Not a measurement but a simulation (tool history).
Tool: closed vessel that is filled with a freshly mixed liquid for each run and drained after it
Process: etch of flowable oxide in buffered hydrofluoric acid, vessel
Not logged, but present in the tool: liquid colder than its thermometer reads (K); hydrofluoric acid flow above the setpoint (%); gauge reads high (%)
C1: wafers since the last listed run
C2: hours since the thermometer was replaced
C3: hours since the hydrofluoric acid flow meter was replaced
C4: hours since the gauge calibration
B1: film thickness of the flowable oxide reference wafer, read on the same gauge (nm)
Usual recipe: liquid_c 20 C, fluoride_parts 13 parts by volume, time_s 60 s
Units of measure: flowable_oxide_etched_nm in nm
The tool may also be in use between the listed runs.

run 1 hour=0 | liquid_c=20 fluoride_parts=13 time_s=40 | C1=0 C2=944.3 C3=256.1 C4=1326 | B1=89.98 | flowable_oxide_etched_nm=50.87
run 2 hour=64.4 | liquid_c=20 fluoride_parts=13 time_s=60 | C1=7511 C2=1008.7 C3=320.5 C4=1390.4 | B1=90.01 | flowable_oxide_etched_nm=75.82
run 3 hour=111.6 | liquid_c=20 fluoride_parts=13 time_s=60 | C1=5505 C2=1055.9 C3=367.7 C4=1437.6 | B1=90 | flowable_oxide_etched_nm=76.14
run 4 hour=193.5 | liquid_c=20 fluoride_parts=13 time_s=60 | C1=9552 C2=1137.8 C3=449.6 C4=1519.5 | B1=89.99 | flowable_oxide_etched_nm=76.53
run 5 hour=243.8 | liquid_c=20 fluoride_parts=13 time_s=60 | C1=5866 C2=1188.1 C3=499.9 C4=1569.8 | B1=90.01 | flowable_oxide_etched_nm=76.35
run 6 hour=318.1 | liquid_c=20 fluoride_parts=13 time_s=60 | C1=8665 C2=1262.4 C3=574.2 C4=1644.1 | B1=90.01 | flowable_oxide_etched_nm=76.75
run 7 hour=360.2 | liquid_c=20 fluoride_parts=13 time_s=60 | C1=4910 C2=1304.5 C3=616.3 C4=1686.2 | B1=90 | flowable_oxide_etched_nm=76.92
run 8 hour=426.4 | liquid_c=20 fluoride_parts=13 time_s=60 | C1=7721 C2=1370.7 C3=682.5 C4=1752.4 | B1=90 | flowable_oxide_etched_nm=76.6
run 9 hour=496.9 | liquid_c=20 fluoride_parts=13 time_s=60 | C1=8222 C2=1441.2 C3=753 C4=1822.9 | B1=90 | flowable_oxide_etched_nm=76.79
run 10 hour=538.8 | liquid_c=20 fluoride_parts=13 time_s=60 | C1=4886 C2=1483.1 C3=794.9 C4=1864.8 | B1=90.02 | flowable_oxide_etched_nm=77.25
run 11 hour=641 | liquid_c=20 fluoride_parts=13 time_s=50 | C1=11919 C2=1585.3 C3=897.1 C4=1967 | B1=90 | flowable_oxide_etched_nm=64.23
-- hour=930.9 hydrofluoric acid flow meter replaced
run 12 hour=958.4 | liquid_c=20 fluoride_parts=13 time_s=60 | C1=36902 C2=1902.7 C3=27.5 C4=2284.4 | B1=89.99 | flowable_oxide_etched_nm=75.57
run 13 hour=1039.9 | liquid_c=22.5 fluoride_parts=15 time_s=95 | C1=9505 C2=1984.2 C3=109 C4=2365.9 | B1=90 | flowable_oxide_etched_nm=119.71
run 14 hour=1097 | liquid_c=20 fluoride_parts=13 time_s=60 | C1=6659 C2=2041.3 C3=166.1 C4=2423 | B1=90.01 | flowable_oxide_etched_nm=75.82
run 15 hour=1153.9 | liquid_c=20 fluoride_parts=15 time_s=60 | C1=6636 C2=2098.2 C3=223 C4=2479.9 | B1=89.99 | flowable_oxide_etched_nm=66.2
run 16 hour=1256 | liquid_c=17 fluoride_parts=17.5 time_s=30 | C1=11908 C2=2200.3 C3=325.1 C4=2582 | B1=89.99 | flowable_oxide_etched_nm=24.05
run 17 hour=1318.8 | liquid_c=20 fluoride_parts=10.5 time_s=40 | C1=7324 C2=2263.1 C3=387.9 C4=2644.8 | B1=90 | flowable_oxide_etched_nm=62.78
run 18 hour=1364.9 | liquid_c=20 fluoride_parts=13 time_s=60 | C1=5376 C2=2309.2 C3=434 C4=2690.9 | B1=90 | flowable_oxide_etched_nm=76.39
-- hour=1371.9 thermometer replaced
run 19 hour=1427.7 | liquid_c=20 fluoride_parts=13 time_s=85 | C1=7207 C2=55.8 C3=496.8 C4=2753.7 | B1=90.03 | flowable_oxide_etched_nm=108.75
run 20 hour=1486.3 | liquid_c=20 fluoride_parts=13 time_s=75 | C1=6834 C2=114.4 C3=555.4 C4=2812.3 | B1=90.01 | flowable_oxide_etched_nm=95.87
run 21 hour=1550.8 | liquid_c=20 fluoride_parts=13 time_s=70 | C1=7522 C2=178.9 C3=619.9 C4=2876.8 | B1=89.99 | flowable_oxide_etched_nm=89.7
run 22 hour=1602.4 | liquid_c=20 fluoride_parts=17 time_s=60 | C1=6018 C2=230.5 C3=671.5 C4=2928.4 | B1=89.99 | flowable_oxide_etched_nm=59.71
-- hour=1612.1 gauge calibrated
run 23 hour=1642.6 | liquid_c=17 fluoride_parts=13 time_s=60 | C1=4688 C2=270.7 C3=711.7 C4=30.5 | B1=90 | flowable_oxide_etched_nm=65.4
run 24 hour=1730.9 | liquid_c=22.5 fluoride_parts=14.5 time_s=85 | C1=10298 C2=359 C3=800 C4=118.8 | B1=90 | flowable_oxide_etched_nm=113.06
run 25 hour=1798.5 | liquid_c=20 fluoride_parts=13 time_s=70 | C1=7884 C2=426.6 C3=867.6 C4=186.4 | B1=89.98 | flowable_oxide_etched_nm=90.54
-- hour=2039 hydrofluoric acid flow meter replaced
run 26 hour=2106.5 | liquid_c=20 fluoride_parts=13 time_s=45 | C1=35806 C2=734.6 C3=67.5 C4=494.4 | B1=90 | flowable_oxide_etched_nm=56.88
run 27 hour=2160.4 | liquid_c=20 fluoride_parts=15.5 time_s=60 | C1=6286 C2=788.5 C3=121.4 C4=548.3 | B1=90.01 | flowable_oxide_etched_nm=63.91
run 28 hour=2264.1 | liquid_c=20 fluoride_parts=13 time_s=35 | C1=12094 C2=892.2 C3=225.1 C4=652 | B1=90 | flowable_oxide_etched_nm=44.6
run 29 hour=2330.2 | liquid_c=18 fluoride_parts=10.5 time_s=30 | C1=7709 C2=958.3 C3=291.2 C4=718.1 | B1=90.01 | flowable_oxide_etched_nm=42.26
run 30 hour=2408.6 | liquid_c=23.5 fluoride_parts=13 time_s=60 | C1=9143 C2=1036.7 C3=369.6 C4=796.5 | B1=89.99 | flowable_oxide_etched_nm=93.41
run 31 hour=2520.3 | liquid_c=20 fluoride_parts=13 time_s=90 | C1=13027 C2=1148.4 C3=481.3 C4=908.2 | B1=90 | flowable_oxide_etched_nm=115.84
run 32 hour=2607.8 | liquid_c=17 fluoride_parts=11 time_s=60 | C1=10205 C2=1235.9 C3=568.8 C4=995.7 | B1=90.01 | flowable_oxide_etched_nm=76.77
run 33 hour=2704.7 | liquid_c=20 fluoride_parts=13 time_s=60 | C1=11301 C2=1332.8 C3=665.7 C4=1092.6 | B1=90 | flowable_oxide_etched_nm=77.79
run 34 hour=2758.2 | liquid_c=20 fluoride_parts=13 time_s=60 | C1=6239 C2=1386.3 C3=719.2 C4=1146.1 | B1=89.99 | flowable_oxide_etched_nm=77.55

How would selected steps in flowable_oxide_etched_nm from run to run divide? Give the signed amount a tool lacking its hidden state would still show from settings, what came in and random variation, and the signed amount left for the hidden state, including any gauge scatter that is not in both of the compared results.
Run 11 -> 12: time_s 50 -> 60, hydrofluoric acid flow meter replaced. flowable_oxide_etched_nm +11.34 nm: hidden state -1.71, all else +13.05.
Run 12 -> 13: liquid_c 20 -> 22.5, fluoride_parts 13 -> 15, time_s 60 -> 95. flowable_oxide_etched_nm +44.14 nm: hidden state +0.49, all else +43.65.
Run 23 -> 24: liquid_c 17 -> 22.5, fluoride_parts 13 -> 14.5, time_s 60 -> 85. flowable_oxide_etched_nm +47.66 nm: hidden state +1.53, all else +46.13.
Run 25 -> 26: time_s 70 -> 45, hydrofluoric acid flow meter replaced. flowable_oxide_etched_nm -33.66 nm: hidden state -2.18, all else -31.48.
Run 29 -> 30: liquid_c 18 -> 23.5, fluoride_parts 10.5 -> 13, time_s 30 -> 60. flowable_oxide_etched_nm +51.15 nm: hidden state +1.11, all else +50.04.
